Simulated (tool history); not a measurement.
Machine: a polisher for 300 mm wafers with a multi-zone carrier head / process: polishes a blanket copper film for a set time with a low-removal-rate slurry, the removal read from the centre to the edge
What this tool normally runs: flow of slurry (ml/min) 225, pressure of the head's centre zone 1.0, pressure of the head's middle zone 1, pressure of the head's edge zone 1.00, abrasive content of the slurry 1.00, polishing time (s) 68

| run | hour | flow of slurry (ml/min) | pressure of the head's centre zone | pressure of the head's middle zone | pressure of the head's edge zone | abrasive content of the slurry | polishing time (s) | incoming thickness of the incoming film, nm | film removed at the wafer's centre (Å) | film removed at mid-radius (Å) | film removed at the wafer's edge (Å) |
|---|---|---|---|---|---|---|---|---|---|---|---|
| 1 | 0.0 | 225 | 1.0 | 1 | 1.00 | 1.00 | 68 | 632.1 | 1094 | 1244 | 1202 |
| 2 | 29.4 | 225 | 1.0 | 1 | 1.00 | 1.00 | 68 | 624.1 | 1104 | 1253 | 1201 |
| 3 | 50.1 | 225 | 1.0 | 1 | 1.00 | 1.00 | 68 | 636.9 | 1066 | 1247 | 1204 |
| 4 | 74.2 | 225 | 1.1 | 1 | 1.00 | 1.00 | 58 | 627.3 | 983 | 1055 | 1004 |
|  | 78.9 | slurry nozzle cleaned |
| 5 | 103.2 | 225 | 1.0 | 1 | 1.00 | 1.00 | 88 | 630.8 | 1458 | 1704 | 1630 |
|  | 120.4 | worn pad replaced by a new one |
| 6 | 123.2 | 225 | 1.0 | 1 | 1.00 | 1.00 | 55 | 622.7 | 919 | 1056 | 1006 |
| 7 | 146.6 | 225 | 1.0 | 1 | 0.94 | 1.00 | 68 | 635.8 | 1119 | 1305 | 1198 |
| 8 | 171.3 | 225 | 1.0 | 1 | 1.00 | 1.00 | 68 | 627.0 | 1125 | 1294 | 1252 |
|  | 184.4 | centre zone pressure recalibrated |
| 9 | 205.2 | 225 | 1.0 | 1 | 1.00 | 1.00 | 68 | 637.7 | 1258 | 1283 | 1244 |
| 10 | 221.6 | 225 | 1.0 | 1 | 1.00 | 1.00 | 68 | 621.8 | 1246 | 1316 | 1247 |
|  | 247.1 | carrier head's membrane replaced by a new one |
| 11 | 251.3 | 225 | 1.0 | 1 | 1.00 | 0.90 | 44 | 634.1 | 795 | 827 | 795 |
|  | 264.6 | worn pad replaced by a new one |
| 12 | 285.0 | 250 | 1.0 | 1 | 1.00 | 1.00 | 68 | 633.6 | 1265 | 1313 | 1248 |

The next listed run, before its measurement:
| 13 | 316.0 | 175 | 1.0 | 1 | 1.00 | 1.25 | 68 | 622.3 | ? | ? | ? |

Run 13 produced film removed at the wafer's centre (Å) 1212, film removed at mid-radius (Å) 1283, film removed at the wafer's edge (Å) 1243.
Without the tool's hidden state the same run would have given film removed at the wafer's centre (Å) 1248, film removed at mid-radius (Å) 1295, film removed at the wafer's edge (Å) 1251.
